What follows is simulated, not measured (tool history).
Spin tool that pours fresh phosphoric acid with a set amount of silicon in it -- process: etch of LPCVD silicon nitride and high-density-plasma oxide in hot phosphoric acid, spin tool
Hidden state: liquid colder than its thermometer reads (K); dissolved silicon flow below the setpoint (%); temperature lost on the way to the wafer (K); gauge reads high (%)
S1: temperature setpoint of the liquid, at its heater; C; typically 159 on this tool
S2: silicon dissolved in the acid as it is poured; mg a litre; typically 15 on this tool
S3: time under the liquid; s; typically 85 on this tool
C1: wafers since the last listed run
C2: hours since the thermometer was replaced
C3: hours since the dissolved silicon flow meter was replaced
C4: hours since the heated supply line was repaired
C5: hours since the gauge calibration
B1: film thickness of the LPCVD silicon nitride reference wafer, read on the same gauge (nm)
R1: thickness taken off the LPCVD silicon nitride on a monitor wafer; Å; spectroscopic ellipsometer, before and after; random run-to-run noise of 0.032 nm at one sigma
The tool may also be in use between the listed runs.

| run | day | S1 | S2 | S3 | C1 | C2 | C3 | C4 | C5 | B1 | R1 |
|---|---|---|---|---|---|---|---|---|---|---|---|
| 1 | 0 | 157 | 15 | 85 | 0 | 77.9 | 1233.5 | 3943.9 | 754.9 | 139.96 | 63 |
| 2 | 0.938 | 157 | 15 | 85 | 205 | 100.4 | 1256 | 3966.4 | 777.4 | 140.01 | 63.2 |
| 3 | 1.662 | 159 | 15 | 85 | 159 | 117.8 | 1273.4 | 3983.8 | 794.8 | 139.99 | 68 |
| 4 | 2.683 | 161.5 | 15 | 85 | 224 | 142.3 | 1297.9 | 4008.3 | 819.3 | 139.98 | 73.9 |
| 5 | 3.442 | 159 | 15 | 85 | 166 | 160.5 | 1316.1 | 4026.5 | 837.5 | 140.01 | 67.8 |
| 6 | 4.462 | 159 | 15 | 105 | 224 | 185 | 1340.6 | 4051 | 862 | 140.01 | 83.5 |
|  | 4.517 | gauge calibrated |
| 7 | 5.196 | 160.5 | 15 | 120 | 161 | 202.6 | 1358.2 | 4068.6 | 16.3 | 140 | 100.8 |
| 8 | 5.829 | 159 | 15 | 65 | 139 | 217.8 | 1373.4 | 4083.8 | 31.5 | 140 | 52.2 |
| 9 | 7.029 | 159 | 15 | 85 | 263 | 246.6 | 1402.2 | 4112.6 | 60.3 | 139.98 | 67.1 |
|  | 7.429 | heated supply line repaired |
| 10 | 8.462 | 159 | 15 | 85 | 305 | 281 | 1436.6 | 24.8 | 94.7 | 139.99 | 73.2 |
| 11 | 9.488 | 159 | 8.5 | 85 | 225 | 305.6 | 1461.2 | 49.4 | 119.3 | 140 | 72.7 |
| 12 | 10.55 | 159 | 19.5 | 85 | 233 | 331.1 | 1486.7 | 74.9 | 144.8 | 139.99 | 72.6 |
| 13 | 11.471 | 159 | 19.5 | 85 | 202 | 353.2 | 1508.8 | 97 | 166.9 | 140 | 72.8 |
| 14 | 12.154 | 158 | 25.5 | 120 | 150 | 369.6 | 1525.2 | 113.4 | 183.3 | 140.01 | 99 |
|  | 12.704 | dissolved silicon flow meter replaced |
| 15 | 13.283 | 160.5 | 9 | 105 | 238 | 396.7 | 13.9 | 140.5 | 210.4 | 140 | 93.8 |
| 16 | 16.262 | 161 | 8 | 45 | 654 | 468.2 | 85.4 | 212 | 281.9 | 140.03 | 40.8 |
| 17 | 17.025 | 158 | 5 | 60 | 167 | 486.5 | 103.7 | 230.3 | 300.2 | 140.01 | 48.8 |
| 18 | 18.479 | 157 | 8 | 85 | 319 | 521.4 | 138.6 | 265.2 | 335.1 | 140 | 66.7 |
| 19 | 22.779 | 159 | 9 | 85 | 944 | 624.6 | 241.8 | 368.4 | 438.3 | 140.02 | 71.5 |
| 20 | 23.358 | 158 | 22 | 115 | 127 | 638.5 | 255.7 | 382.3 | 452.2 | 140.04 | 93.6 |
| 21 | 24.229 | 159 | 25.5 | 40 | 191 | 659.4 | 276.6 | 403.2 | 473.1 | 139.98 | 33.4 |
| 22 | 24.908 | 159 | 15 | 110 | 149 | 675.7 | 292.9 | 419.5 | 489.4 | 140 | 92.2 |

Across each entry between runs, compare the hidden state at the last listed run before it with the hidden state at the first listed run after it:
Between runs 6 and 7: gauge calibrated (day 4.517)
  liquid colder than its thermometer reads (K): 0.702 -> 0.723; temperature lost on the way to the wafer (K): 2.42 -> 2.43
  measured minus no-state result, R1: -9.4 -> -11.3 Å
Between runs 9 and 10: heated supply line repaired (day 7.429)
  liquid colder than its thermometer reads (K): 0.775 -> 0.815; temperature lost on the way to the wafer (K): 2.45 -> 0.175
  measured minus no-state result, R1: -7.8 -> -2.4 Å
Between runs 14 and 15: dissolved silicon flow meter replaced (day 12.704)
  liquid colder than its thermometer reads (K): 0.92 -> 0.952; temperature lost on the way to the wafer (K): 0.222 -> 0.237
  measured minus no-state result, R1: -3.9 -> -3.8 Å
